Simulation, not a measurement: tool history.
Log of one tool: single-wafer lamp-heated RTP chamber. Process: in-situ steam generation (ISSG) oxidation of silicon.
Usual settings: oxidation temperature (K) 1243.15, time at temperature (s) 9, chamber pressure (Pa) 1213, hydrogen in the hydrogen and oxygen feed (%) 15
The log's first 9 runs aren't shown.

run	hour	oxidation temperature (K)	time at temperature (s)	chamber pressure (Pa)	hydrogen in the hydrogen and oxygen feed (%)	read-back reference wafer on the same gauge, thickness	oxide thickness on the monitor wafer (Å)
10	615.4	1253.15	9	1213	15	2.971	32.83
# hour 635.2: pyrometer window cleaned and pyrometer calibrated
11	664.1	1243.15	6	1213	24	2.966	30.12
12	759.1	1243.15	9	1213	18	2.966	32.88
# hour 841.4: pressure gauge zeroed
13	845.7	1225.15	5	1053	15	2.971	24.37
14	898.0	1243.15	9	1053	11	2.971	29.75
15	988.2	1234.15	9	1080	15	2.964	30.96
# hour 1008.0: hydrogen flow controller replaced
16	1025.6	1243.15	9	1213	15	2.971	31.47
17	1117.9	1227.15	11	1213	15	2.970	32.89
18	1156.6	1243.15	9	1213	15	2.971	31.61
19	1223.4	1258.15	9	1213	15	2.969	33.51
20	1328.7	1261.15	9	1293	12	2.968	31.67
# hour 1365.7: pyrometer window cleaned and pyrometer calibrated
# hour 1425.0: gauge calibrated
21	1435.3	1234.15	7	1320	15	2.972	27.60
22	1487.3	1253.15	9	1360	20	2.972	33.68
23	1547.6	1243.15	9	1213	15	2.972	31.62
24	1623.8	1243.15	9	1213	15	2.972	31.81
25	1728.5	1243.15	9	1360	18	2.969	32.56
26	1830.2	1243.15	9	1213	15	2.967	31.83
27	1907.7	1243.15	9	1213	15	2.970	31.92

Forecast run 28:
28	1959.5	1243.15	9	1213	15	?	?

read-back reference wafer on the same gauge, thickness: 2.968
oxide thickness on the monitor wafer (Å): 31.79
Without the tool's hidden state the same run would have given oxide thickness on the monitor wafer (Å) 30.99.

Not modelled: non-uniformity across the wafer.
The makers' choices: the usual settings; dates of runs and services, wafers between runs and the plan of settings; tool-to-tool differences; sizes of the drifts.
